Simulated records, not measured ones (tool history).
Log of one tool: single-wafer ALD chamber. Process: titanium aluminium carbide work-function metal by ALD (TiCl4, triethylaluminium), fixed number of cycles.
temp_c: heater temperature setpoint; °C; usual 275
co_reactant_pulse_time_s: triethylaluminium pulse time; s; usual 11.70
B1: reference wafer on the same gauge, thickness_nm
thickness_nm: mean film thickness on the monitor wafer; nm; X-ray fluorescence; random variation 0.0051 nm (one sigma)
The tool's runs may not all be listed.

run 1 hour=0.0 | temp_c=275 co_reactant_pulse_time_s=11.70 | B1=1.497 | thickness_nm=1.753
run 2 hour=52.8 | temp_c=275 co_reactant_pulse_time_s=11.70 | B1=1.495 | thickness_nm=1.763
run 3 hour=124.5 | temp_c=275 co_reactant_pulse_time_s=11.70 | B1=1.494 | thickness_nm=1.765
run 4 hour=169.6 | temp_c=275 co_reactant_pulse_time_s=11.70 | B1=1.494 | thickness_nm=1.759
run 5 hour=218.8 | temp_c=275 co_reactant_pulse_time_s=11.70 | B1=1.491 | thickness_nm=1.764
run 6 hour=318.4 | temp_c=286 co_reactant_pulse_time_s=11.70 | B1=1.492 | thickness_nm=1.843
run 7 hour=355.3 | temp_c=286 co_reactant_pulse_time_s=11.70 | B1=1.493 | thickness_nm=1.842
run 8 hour=413.8 | temp_c=286 co_reactant_pulse_time_s=11.70 | B1=1.489 | thickness_nm=1.837
run 9 hour=457.9 | temp_c=283 co_reactant_pulse_time_s=11.70 | B1=1.491 | thickness_nm=1.817
-- hour=480.0 triethylaluminium bottle replaced
run 10 hour=503.3 | temp_c=283 co_reactant_pulse_time_s=11.70 | B1=1.488 | thickness_nm=1.819
run 11 hour=600.6 | temp_c=275 co_reactant_pulse_time_s=11.70 | B1=1.486 | thickness_nm=1.755
run 12 hour=661.6 | temp_c=275 co_reactant_pulse_time_s=11.70 | B1=1.487 | thickness_nm=1.747
run 13 hour=701.1 | temp_c=275 co_reactant_pulse_time_s=11.70 | B1=1.487 | thickness_nm=1.757
run 14 hour=777.5 | temp_c=271 co_reactant_pulse_time_s=7.28 | B1=1.484 | thickness_nm=1.378
run 15 hour=825.8 | temp_c=289 co_reactant_pulse_time_s=9.02 | B1=1.480 | thickness_nm=1.735
-- hour=846.9 showerhead replaced
run 16 hour=908.4 | temp_c=271 co_reactant_pulse_time_s=7.28 | B1=1.480 | thickness_nm=1.375
-- hour=1069.8 triethylaluminium bottle replaced
run 17 hour=1083.7 | temp_c=284 co_reactant_pulse_time_s=13.02 | B1=1.474 | thickness_nm=1.832
run 18 hour=1125.4 | temp_c=284 co_reactant_pulse_time_s=13.02 | B1=1.476 | thickness_nm=1.820
-- hour=1197.6 thermocouple changed; heater temperature recalibrated
run 19 hour=1216.5 | temp_c=271 co_reactant_pulse_time_s=11.70 | B1=1.472 | thickness_nm=1.707
run 20 hour=1254.2 | temp_c=275 co_reactant_pulse_time_s=11.70 | B1=1.471 | thickness_nm=1.742
-- hour=1274.9 gauge calibrated
run 21 hour=1304.8 | temp_c=281 co_reactant_pulse_time_s=12.96 | B1=1.497 | thickness_nm=1.826
run 22 hour=1343.6 | temp_c=275 co_reactant_pulse_time_s=15.30 | B1=1.500 | thickness_nm=1.792
run 23 hour=1426.8 | temp_c=275 co_reactant_pulse_time_s=8.53 | B1=1.499 | thickness_nm=1.610
run 24 hour=1497.4 | temp_c=275 co_reactant_pulse_time_s=11.70 | B1=1.497 | thickness_nm=1.766
run 25 hour=1562.7 | temp_c=279 co_reactant_pulse_time_s=13.92 | B1=1.498 | thickness_nm=1.820
run 26 hour=1622.9 | temp_c=269 co_reactant_pulse_time_s=11.70 | B1=1.496 | thickness_nm=1.710
run 27 hour=1718.6 | temp_c=275 co_reactant_pulse_time_s=16.09 | B1=1.496 | thickness_nm=1.790

Forecast each of these 5 alternatives for the next run:
run A hour=1719.0 | temp_c=267 co_reactant_pulse_time_s=11.70 | B1=? | thickness_nm=?
run B hour=1719.0 | temp_c=275 co_reactant_pulse_time_s=15.68 | B1=? | thickness_nm=?
run C hour=1719.0 | temp_c=270 co_reactant_pulse_time_s=10.29 | B1=? | thickness_nm=?
run D hour=1719.0 | temp_c=261 co_reactant_pulse_time_s=10.19 | B1=? | thickness_nm=?
run E hour=1719.0 | temp_c=282 co_reactant_pulse_time_s=13.23 | B1=? | thickness_nm=?

run=A B1=1.496 thickness_nm=1.695
run=B B1=1.496 thickness_nm=1.786
run=C B1=1.496 thickness_nm=1.681
run=D B1=1.496 thickness_nm=1.609
run=E B1=1.496 thickness_nm=1.832
Without the tool's hidden state the same runs would have given:
run=A thickness_nm=1.700
run=B thickness_nm=1.791
run=C thickness_nm=1.686
run=D thickness_nm=1.613
run=E thickness_nm=1.837
